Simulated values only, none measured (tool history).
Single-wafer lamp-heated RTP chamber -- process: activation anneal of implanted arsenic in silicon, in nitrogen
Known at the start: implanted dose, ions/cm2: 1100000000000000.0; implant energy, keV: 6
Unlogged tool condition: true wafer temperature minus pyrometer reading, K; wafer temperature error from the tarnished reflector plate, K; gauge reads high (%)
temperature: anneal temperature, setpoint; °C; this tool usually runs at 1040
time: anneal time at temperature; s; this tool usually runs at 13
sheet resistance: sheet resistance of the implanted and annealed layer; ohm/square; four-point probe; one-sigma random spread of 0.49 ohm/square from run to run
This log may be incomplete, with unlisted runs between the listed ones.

run	hour	temperature	time	wafers since the last listed run	wafers since the last pyrometer calibration	wafers since the reflector plate was cleaned	hours since the gauge calibration	read-back reference wafer on the same gauge, sheet resistance	sheet resistance
1	0.0	1040	13	0	2133	2177	274.3	103.97	119.43
2	16.3	1040	13	264	2398	2442	290.6	104.05	120.27
3	28.7	1024	13	201	2599	2643	303.0	104.00	132.39
4	45.7	1040	16	276	2875	2920	320.0	103.99	114.13
# hour 68.2: gauge calibrated
5	71.3	1040	16	415	3291	3335	3.1	104.01	113.53
6	93.3	1040	13	357	3648	3693	25.1	103.95	117.18
# hour 125.0: reflector plate cleaned
7	127.2	1040	13	420	4069	35	59.0	104.05	120.75
8	141.4	1040	13	230	4300	266	73.2	104.00	120.65
9	160.6	1040	13	311	4612	578	92.4	104.01	120.28
10	182.6	1040	13	357	4969	935	114.4	103.91	119.95
11	208.5	1040	9	420	5390	1356	140.3	104.04	129.87
12	221.1	1040	9	204	5594	1560	152.9	104.04	129.70
# hour 248.5: pyrometer window cleaned and pyrometer calibrated
13	249.0	1040	9	323	7	1884	180.8	103.97	129.64
14	269.6	1040	10	334	342	2218	201.4	104.02	126.64
15	297.6	1040	18	454	796	2673	229.4	104.06	111.22
16	322.3	1011	9	401	1198	3074	254.1	104.06	155.02
17	350.0	1061	20	449	1647	3524	281.8	103.97	101.42
18	378.3	1040	13	459	2107	3984	310.1	103.97	118.22
19	410.1	1040	6	516	2624	4500	341.9	103.98	139.34
# hour 425.3: reflector plate cleaned
20	425.8	1018	13	125	2749	8	357.6	103.98	138.50
# hour 428.4: gauge calibrated
21	442.4	1031	9	269	3018	278	14.0	104.00	139.11
22	475.3	1040	13	534	3553	812	46.9	103.98	120.21
23	500.6	1060	18	410	3964	1223	72.2	103.95	102.30
24	522.0	1023	16	347	4311	1571	93.6	104.11	127.81
25	542.3	1040	13	329	4641	1901	113.9	104.07	120.12
26	561.8	1026	19	316	4958	2217	133.4	104.00	119.76

For each entry between runs, how does the tool's hidden state at the last listed run before it compare with that at the first listed run after it?
Logged between run 4 and run 5: gauge calibrated (hour 68.2)
  wafer temperature error from the tarnished reflector plate, K: 2.49 -> 3.09
  measured result minus the result with no hidden state, sheet resistance: -1.55 -> -1.91 ohm/square
Logged between run 6 and run 7: reflector plate cleaned (hour 125.0)
  wafer temperature error from the tarnished reflector plate, K: 3.66 -> 0.316
  measured result minus the result with no hidden state, sheet resistance: -2.51 -> -0.23 ohm/square
Logged between run 12 and run 13: pyrometer window cleaned and pyrometer calibrated (hour 248.5)
  wafer temperature error from the tarnished reflector plate, K: 0.851 -> 1.21
  measured result minus the result with no hidden state, sheet resistance: -0.68 -> -0.96 ohm/square
Logged between run 19 and run 20: reflector plate cleaned (hour 425.3)
  wafer temperature error from the tarnished reflector plate, K: 5.03 -> 0.00854
  measured result minus the result with no hidden state, sheet resistance: -4.09 -> -0.01 ohm/square
Logged between run 20 and run 21: gauge calibrated (hour 428.4)
  wafer temperature error from the tarnished reflector plate, K: 0.00854 -> 0.0256
  measured result minus the result with no hidden state, sheet resistance: -0.01 -> -0.03 ohm/square

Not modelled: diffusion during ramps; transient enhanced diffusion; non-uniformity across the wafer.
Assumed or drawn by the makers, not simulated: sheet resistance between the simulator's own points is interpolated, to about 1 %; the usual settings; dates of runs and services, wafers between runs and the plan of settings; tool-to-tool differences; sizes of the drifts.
